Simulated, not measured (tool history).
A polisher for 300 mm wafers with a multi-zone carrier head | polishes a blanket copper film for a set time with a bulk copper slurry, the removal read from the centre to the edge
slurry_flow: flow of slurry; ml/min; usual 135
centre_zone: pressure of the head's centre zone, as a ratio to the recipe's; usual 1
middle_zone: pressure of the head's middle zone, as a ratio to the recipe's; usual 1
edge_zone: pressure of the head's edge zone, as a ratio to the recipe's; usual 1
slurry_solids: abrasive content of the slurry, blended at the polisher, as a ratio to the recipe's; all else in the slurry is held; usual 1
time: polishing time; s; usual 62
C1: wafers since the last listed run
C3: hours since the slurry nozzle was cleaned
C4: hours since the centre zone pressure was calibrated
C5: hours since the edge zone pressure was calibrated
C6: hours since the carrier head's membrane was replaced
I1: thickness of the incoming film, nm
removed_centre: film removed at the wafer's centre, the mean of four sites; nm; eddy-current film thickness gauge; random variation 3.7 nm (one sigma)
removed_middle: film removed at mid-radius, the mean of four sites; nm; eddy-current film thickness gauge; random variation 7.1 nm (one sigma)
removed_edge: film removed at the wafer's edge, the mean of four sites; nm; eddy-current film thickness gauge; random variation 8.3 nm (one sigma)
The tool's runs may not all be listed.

run 1 hour=0 | slurry_flow=120 centre_zone=1 middle_zone=1 edge_zone=1 slurry_solids=1 time=46 | C1=0 wafers_polished_on_this_pad=426 C3=503.8 C4=730.8 C5=610.3 C6=1579.4 | I1=2021.6 | removed_centre=392.5 removed_middle=446.1 removed_edge=451.4
run 2 hour=14.9 | slurry_flow=120 centre_zone=1 middle_zone=1 edge_zone=1 slurry_solids=1 time=46 | C1=184 wafers_polished_on_this_pad=611 C3=518.7 C4=745.7 C5=625.2 C6=1594.3 | I1=2077.3 | removed_centre=383 removed_middle=450.3 removed_edge=464.1
-- hour=31.6 worn pad replaced by a new one
run 3 hour=32.1 | slurry_flow=135 centre_zone=1 middle_zone=1 edge_zone=1 slurry_solids=1 time=62 | C1=163 wafers_polished_on_this_pad=6 C3=535.9 C4=762.9 C5=642.4 C6=1611.5 | I1=2036.7 | removed_centre=526.2 removed_middle=616.7 removed_edge=620.3
run 4 hour=44.7 | slurry_flow=135 centre_zone=1 middle_zone=1 edge_zone=1 slurry_solids=1 time=62 | C1=156 wafers_polished_on_this_pad=163 C3=548.5 C4=775.5 C5=655 C6=1624.1 | I1=2021.9 | removed_centre=533.2 removed_middle=629.1 removed_edge=630
run 5 hour=57.2 | slurry_flow=135 centre_zone=1 middle_zone=1 edge_zone=1 slurry_solids=1 time=62 | C1=155 wafers_polished_on_this_pad=318 C3=561 C4=788 C5=667.5 C6=1636.6 | I1=2030.4 | removed_centre=537.1 removed_middle=606.9 removed_edge=613.6
run 6 hour=74 | slurry_flow=165 centre_zone=1 middle_zone=1 edge_zone=1 slurry_solids=1 time=62 | C1=208 wafers_polished_on_this_pad=526 C3=577.8 C4=804.8 C5=684.3 C6=1653.4 | I1=2019.9 | removed_centre=552.7 removed_middle=633.9 removed_edge=624.9
-- hour=78 edge zone pressure recalibrated
run 7 hour=91.2 | slurry_flow=165 centre_zone=1 middle_zone=1 edge_zone=1 slurry_solids=1 time=62 | C1=188 wafers_polished_on_this_pad=715 C3=595 C4=822 C5=13.2 C6=1670.6 | I1=2070 | removed_centre=542.8 removed_middle=636.1 removed_edge=648.4
-- hour=103.7 worn pad replaced by a new one, of another model than before
run 8 hour=108.2 | slurry_flow=135 centre_zone=1 middle_zone=1 edge_zone=1 slurry_solids=1 time=62 | C1=161 wafers_polished_on_this_pad=56 C3=612 C4=839 C5=30.2 C6=1687.6 | I1=2043.8 | removed_centre=538.5 removed_middle=606.4 removed_edge=620.6
run 9 hour=115 | slurry_flow=135 centre_zone=1 middle_zone=1 edge_zone=1 slurry_solids=1 time=62 | C1=84 wafers_polished_on_this_pad=140 C3=618.8 C4=845.8 C5=37 C6=1694.4 | I1=2019 | removed_centre=533.2 removed_middle=603.3 removed_edge=629.8
-- hour=119 slurry nozzle cleaned
run 10 hour=131 | slurry_flow=110 centre_zone=0.91 middle_zone=1 edge_zone=1 slurry_solids=1 time=62 | C1=186 wafers_polished_on_this_pad=326 C3=12 C4=861.8 C5=53 C6=1710.4 | I1=2021.6 | removed_centre=471.8 removed_middle=596.6 removed_edge=616.5
-- hour=164.5 worn pad replaced by a new one
run 11 hour=176.3 | slurry_flow=120 centre_zone=1 middle_zone=1 edge_zone=1 slurry_solids=1 time=46 | C1=512 wafers_polished_on_this_pad=146 C3=57.3 C4=907.1 C5=98.3 C6=1755.7 | I1=2061.6 | removed_centre=387.5 removed_middle=444.2 removed_edge=459.7
-- hour=186.8 carrier head's membrane replaced by a new one
-- hour=188.6 centre zone pressure recalibrated
run 12 hour=189.1 | slurry_flow=135 centre_zone=0.95 middle_zone=1.04 edge_zone=1 slurry_solids=0.75 time=53 | C1=74 wafers_polished_on_this_pad=221 C3=70.1 C4=0.5 C5=111.1 C6=2.3 | I1=2027.1 | removed_centre=468.7 removed_middle=510.1 removed_edge=493.7
run 13 hour=195.9 | slurry_flow=135 centre_zone=1 middle_zone=1 edge_zone=0.96 slurry_solids=1 time=68 | C1=84 wafers_polished_on_this_pad=305 C3=76.9 C4=7.3 C5=117.9 C6=9.1 | I1=2058.7 | removed_centre=671.4 removed_middle=676.5 removed_edge=686.2
run 14 hour=202.7 | slurry_flow=135 centre_zone=1 middle_zone=1 edge_zone=1 slurry_solids=1 time=62 | C1=84 wafers_polished_on_this_pad=390 C3=83.7 C4=14.1 C5=124.7 C6=15.9 | I1=2067.8 | removed_centre=616.6 removed_middle=619.5 removed_edge=617.7
run 15 hour=211.2 | slurry_flow=135 centre_zone=1 middle_zone=1 edge_zone=1 slurry_solids=1 time=79 | C1=105 wafers_polished_on_this_pad=495 C3=92.2 C4=22.6 C5=133.2 C6=24.4 | I1=2032.8 | removed_centre=783.2 removed_middle=785.7 removed_edge=780.4
-- hour=224.4 worn pad replaced by a new one
run 16 hour=227.6 | slurry_flow=135 centre_zone=0.9 middle_zone=1 edge_zone=0.91 slurry_solids=1 time=52 | C1=153 wafers_polished_on_this_pad=39 C3=108.6 C4=39 C5=149.6 C6=40.8 | I1=2083.8 | removed_centre=458.9 removed_middle=515 removed_edge=499
run 17 hour=238.2 | slurry_flow=150 centre_zone=1 middle_zone=1 edge_zone=0.97 slurry_solids=1 time=62 | C1=131 wafers_polished_on_this_pad=170 C3=119.2 C4=49.6 C5=160.2 C6=51.4 | I1=2072.7 | removed_centre=604.8 removed_middle=619.3 removed_edge=611.3
run 18 hour=245.5 | slurry_flow=170 centre_zone=1.08 middle_zone=1 edge_zone=1 slurry_solids=1.25 time=75 | C1=90 wafers_polished_on_this_pad=261 C3=126.5 C4=56.9 C5=167.5 C6=58.7 | I1=2056.7 | removed_centre=854.1 removed_middle=791 removed_edge=809.6

Forecast each of these 5 alternatives for the next run:
run A hour=245.9 | slurry_flow=135 centre_zone=1 middle_zone=1 edge_zone=1 slurry_solids=1 time=62 | C1=4 wafers_polished_on_this_pad=266 C3=126.9 C4=57.3 C5=167.9 C6=59.1 | I1=2069.8 | removed_centre=? removed_middle=? removed_edge=?
run B hour=245.9 | slurry_flow=160 centre_zone=1 middle_zone=1 edge_zone=1 slurry_solids=1 time=62 | C1=4 wafers_polished_on_this_pad=266 C3=126.9 C4=57.3 C5=167.9 C6=59.1 | I1=2069.8 | removed_centre=? removed_middle=? removed_edge=?
run C hour=245.9 | slurry_flow=135 centre_zone=1.06 middle_zone=1 edge_zone=1.08 slurry_solids=1 time=62 | C1=4 wafers_polished_on_this_pad=266 C3=126.9 C4=57.3 C5=167.9 C6=59.1 | I1=2069.8 | removed_centre=? removed_middle=? removed_edge=?
run D hour=245.9 | slurry_flow=150 centre_zone=0.93 middle_zone=1 edge_zone=1 slurry_solids=1.15 time=62 | C1=4 wafers_polished_on_this_pad=266 C3=126.9 C4=57.3 C5=167.9 C6=59.1 | I1=2069.8 | removed_centre=? removed_middle=? removed_edge=?
run E hour=245.9 | slurry_flow=135 centre_zone=1 middle_zone=0.92 edge_zone=1 slurry_solids=1.25 time=62 | C1=4 wafers_polished_on_this_pad=266 C3=126.9 C4=57.3 C5=167.9 C6=59.1 | I1=2069.8 | removed_centre=? removed_middle=? removed_edge=?

run=A removed_centre=601.3 removed_middle=612.7 removed_edge=632.4
run=B removed_centre=614.5 removed_middle=624.6 removed_edge=641.1
run=C removed_centre=637.8 removed_middle=612.4 removed_edge=656.8
run=D removed_centre=584.4 removed_middle=640 removed_edge=658
run=E removed_centre=631.9 removed_middle=600.6 removed_edge=665.6
Without the tool's hidden state the same runs would have given:
run=A removed_centre=611.2 removed_middle=612.6 removed_edge=632.4
run=B removed_centre=624.5 removed_middle=624.5 removed_edge=641.1
run=C removed_centre=648.1 removed_middle=612.4 removed_edge=656.8
run=D removed_centre=594 removed_middle=639.9 removed_edge=658
run=E removed_centre=642.2 removed_middle=600.6 removed_edge=665.6

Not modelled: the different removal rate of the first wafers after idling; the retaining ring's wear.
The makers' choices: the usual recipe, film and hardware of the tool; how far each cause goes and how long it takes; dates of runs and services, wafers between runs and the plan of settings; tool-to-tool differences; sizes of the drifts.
